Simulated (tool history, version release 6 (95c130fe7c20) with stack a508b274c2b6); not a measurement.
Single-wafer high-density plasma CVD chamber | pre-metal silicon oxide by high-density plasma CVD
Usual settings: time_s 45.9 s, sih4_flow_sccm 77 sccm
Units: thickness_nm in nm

| run | hour | time_s | sih4_flow_sccm | wafers since the last listed run | hours since the silane flow controller was replaced | hours since the gauge calibration | read-back reference wafer on the same gauge, thickness_nm | thickness_nm |
|---|---|---|---|---|---|---|---|---|
| 1 | 0.0 | 45.9 | 77 | 0 | 2593.8 | 428.4 | 427.051 | 378.254 |
| 2 | 20.7 | 45.9 | 77 | 359 | 2614.5 | 449.1 | 426.987 | 378.429 |
| 3 | 44.6 | 45.9 | 77 | 415 | 2638.4 | 473.0 | 427.258 | 378.812 |
| 4 | 57.5 | 45.9 | 77 | 224 | 2651.3 | 485.9 | 426.998 | 378.351 |
| 5 | 71.2 | 45.9 | 77 | 237 | 2665.0 | 499.6 | 426.719 | 379.155 |
| 6 | 95.3 | 45.9 | 66 | 418 | 2689.1 | 523.7 | 426.733 | 346.535 |
| 7 | 119.3 | 45.9 | 77 | 416 | 2713.1 | 547.7 | 426.734 | 378.053 |
| 8 | 147.3 | 45.9 | 77 | 486 | 2741.1 | 575.7 | 427.043 | 379.065 |
| 9 | 175.3 | 45.9 | 77 | 486 | 2769.1 | 603.7 | 427.187 | 380.120 |
| 10 | 199.0 | 45.9 | 77 | 411 | 2792.8 | 627.4 | 426.654 | 379.375 |
| 11 | 217.4 | 45.9 | 77 | 319 | 2811.2 | 645.8 | 426.942 | 378.308 |
| 12 | 246.8 | 45.9 | 70 | 510 | 2840.6 | 675.2 | 426.544 | 358.856 |
| 13 | 262.8 | 45.9 | 70 | 277 | 2856.6 | 691.2 | 426.932 | 361.095 |
| 14 | 286.8 | 45.9 | 70 | 416 | 2880.6 | 715.2 | 426.862 | 360.537 |
| 15 | 299.1 | 45.9 | 77 | 213 | 2892.9 | 727.5 | 426.367 | 378.844 |
|  | 328.9 | gauge calibrated |
| 16 | 333.2 | 45.9 | 77 | 592 | 2927.0 | 4.3 | 427.523 | 380.249 |
| 17 | 357.2 | 45.9 | 77 | 416 | 2951.0 | 28.3 | 427.027 | 378.841 |
| 18 | 388.1 | 51.9 | 77 | 536 | 2981.9 | 59.2 | 426.784 | 427.330 |
| 19 | 417.7 | 45.9 | 64 | 514 | 3011.5 | 88.8 | 426.779 | 341.254 |
| 20 | 448.0 | 38.8 | 82 | 526 | 3041.8 | 119.1 | 426.973 | 332.015 |
| 21 | 470.0 | 45.9 | 87 | 382 | 3063.8 | 141.1 | 427.068 | 409.227 |
|  | 504.4 | silane flow controller replaced |
| 22 | 504.9 | 38.6 | 89 | 467 | 0.5 | 176.0 | 426.967 | 348.080 |
| 23 | 511.9 | 45.9 | 77 | 121 | 7.5 | 183.0 | 427.290 | 379.769 |
| 24 | 524.1 | 45.9 | 77 | 211 | 19.7 | 195.2 | 427.471 | 378.902 |
| 25 | 544.3 | 39.5 | 84 | 350 | 39.9 | 215.4 | 427.285 | 344.481 |
| 26 | 562.7 | 45.9 | 77 | 319 | 58.3 | 233.8 | 426.888 | 380.919 |
| 27 | 592.4 | 54.8 | 84 | 515 | 88.0 | 263.5 | 426.900 | 474.276 |
| 28 | 606.0 | 45.9 | 77 | 236 | 101.6 | 277.1 | 426.619 | 380.825 |
| 29 | 632.9 | 38.6 | 67 | 467 | 128.5 | 304.0 | 427.165 | 294.965 |
| 30 | 666.8 | 37.4 | 77 | 588 | 162.4 | 337.9 | 426.884 | 308.297 |
| 31 | 694.7 | 45.9 | 77 | 484 | 190.3 | 365.8 | 427.415 | 379.494 |
| 32 | 777.4 | 39.5 | 84 | 1436 | 273.0 | 448.5 | 427.000 | 343.862 |
| 33 | 808.6 | 40.5 | 66 | 541 | 304.2 | 479.7 | 427.113 | 306.309 |
| 34 | 830.0 | 45.9 | 73 | 371 | 325.6 | 501.1 | 426.863 | 367.589 |
| 35 | 859.4 | 50.4 | 70 | 510 | 355.0 | 530.5 | 426.894 | 394.099 |
| 36 | 876.1 | 45.9 | 77 | 290 | 371.7 | 547.2 | 427.432 | 379.609 |

What the log doesn't show, run by run:
delivered silane flow above the setpoint (%): 0 in every run
gauge reads high (%): 0 in every run

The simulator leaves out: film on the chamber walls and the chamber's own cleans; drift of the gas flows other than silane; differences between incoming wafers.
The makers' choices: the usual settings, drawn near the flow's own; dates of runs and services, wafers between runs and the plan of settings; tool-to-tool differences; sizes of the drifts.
